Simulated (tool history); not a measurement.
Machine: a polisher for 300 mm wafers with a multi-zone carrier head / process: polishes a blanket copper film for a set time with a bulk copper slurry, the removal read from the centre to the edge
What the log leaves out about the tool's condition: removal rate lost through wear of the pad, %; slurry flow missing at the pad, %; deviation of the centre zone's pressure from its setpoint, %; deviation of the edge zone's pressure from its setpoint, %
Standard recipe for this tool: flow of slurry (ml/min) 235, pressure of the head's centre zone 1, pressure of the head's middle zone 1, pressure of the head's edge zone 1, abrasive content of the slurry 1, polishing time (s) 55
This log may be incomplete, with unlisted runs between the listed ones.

run,hour,flow of slurry (ml/min),pressure of the head's centre zone,pressure of the head's middle zone,pressure of the head's edge zone,abrasive content of the slurry,polishing time (s),wafers since the last listed run,wafers polished on this pad,hours since the slurry nozzle was cleaned,hours since the centre zone pressure was calibrated,hours since the edge zone pressure was calibrated,hours since the carrier head's membrane was replaced,"incoming thickness of the incoming film, nm",film removed at the wafer's centre (nm),film removed at mid-radius (nm),film removed at the wafer's edge (nm)
1,0,270,1,1,1,1,55,0,139,84.9,473.2,135,726.1,2700.2,926.4,907.9,877.4
2,85.5,235,1,0.92,1.07,1.15,50,812,951,170.4,558.7,220.5,811.6,2714.3,830.9,769.2,826
3,174.3,235,1,1,1,1,55,843,1794,259.2,647.5,309.3,900.4,2670.1,867.2,868.3,845.9
# hour 236.5: centre zone pressure recalibrated
4,237.9,235,1,1,1,1,55,585,2379,322.8,1.4,372.9,964,2712.3,856.3,874.7,839
5,312.7,200,1,0.89,0.91,1,68,710,3090,397.6,76.2,447.7,1038.8,2698.4,1019.5,946.8,980.4
6,382.5,295,1,0.89,1,1,55,662,3753,467.4,146,517.5,1108.6,2693.1,840,781.9,815.7
7,486.7,235,0.95,1,1,1,55,989,4743,571.6,250.2,621.7,1212.8,2690.4,779.5,824.7,801.7
# hour 529.1: edge zone pressure recalibrated
8,573.5,235,1,1,1,0.75,48,805,5548,658.4,337,44.4,1299.6,2690.3,659.6,686.7,660.7
# hour 616.3: slurry nozzle cleaned
# hour 625: worn pad replaced by a new one
9,648.6,235,1,1,0.96,1.15,49,665,223,32.3,412.1,119.5,1374.7,2676.8,788.5,814.9,777.6
10,754.1,235,1.12,1,1,1,55,1002,1225,137.8,517.6,225,1480.2,2705.2,962.9,873.3,829.4
11,851.6,235,1,1,1,0.9,45,926,2152,235.3,615.1,322.5,1577.7,2674.4,688.1,691.8,662.4
# hour 891.2: centre zone pressure recalibrated
12,891.7,235,1,1,1,1,44,361,2513,275.4,0.5,362.6,1617.8,2660.5,672.8,680,659.3
13,989.6,295,0.95,1,1,1,55,929,3443,373.3,98.4,460.5,1715.7,2711.5,834.9,846.5,813.9
14,1025.9,165,1,1,0.93,1.15,55,344,3788,409.6,134.7,496.8,1752,2700.1,797.6,826.1,776.3
15,1090.5,235,1,1,1.06,1,73,613,4402,474.2,199.3,561.4,1816.6,2668,1086.9,1101.2,1076.3
16,1133.4,215,0.96,1.06,1,1,71,407,4809,517.1,242.2,604.3,1859.5,2672.7,999,1107,1009.9
# hour 1154: carrier head's membrane replaced by a new one
# hour 1183: edge zone pressure recalibrated
17,1227.4,235,0.94,1,0.96,1.1,72,826,5636,611.1,336.2,44.4,73.4,2738.3,975.9,1078.1,1001.7
18,1292.6,235,1,1,1,1,55,619,6255,676.3,401.4,109.6,138.6,2717.6,782.6,797.5,756.9
# hour 1363.4: slurry nozzle cleaned
# hour 1375.4: worn pad replaced by a new one
19,1397.6,235,1,1,1,1,55,949,211,34.2,506.4,214.6,243.6,2691.7,889.2,888.6,857.2
20,1482.5,260,0.91,1.12,1,1,55,806,1017,119.1,591.3,299.5,328.5,2719.7,804.8,969.4,837.9
21,1543.1,155,0.91,1,1,1,55,575,1593,179.7,651.9,360.1,389.1,2705.8,754.8,833.6,817.2

Measured less the same run without the tool's hidden state. The same run-to-run variation is in both; the gauge's scatter may not be:
run,film removed at the wafer's centre (nm),film removed at mid-radius (nm),film removed at the wafer's edge (nm)
1,-2.4,-2.3,-2.2
2,-14.7,-13.5,-14.6
3,-29.3,-29.4,-28.5
4,-39.1,-39.9,-38.4
5,-61.2,-56.9,-58.8
6,-62,-57.7,-60.2
7,-74,-78.3,-76.1
8,-74.7,-77.7,-74.8
9,-10.5,-11,-10.5
10,-31.3,-28.4,-27
11,-34.9,-35.1,-33.6
12,-39.3,-39.8,-38.6
13,-65,-65.9,-63.4
14,-67.9,-70.3,-66.1
15,-107,-108.5,-105.9
16,-107.4,-119,-108.5
17,-124.7,-137.8,-127.9
18,-111.3,-113.5,-107.7
19,-11.2,-11.2,-10.8
20,-22.4,-26.9,-23.3
21,-29.4,-32.6,-31.9
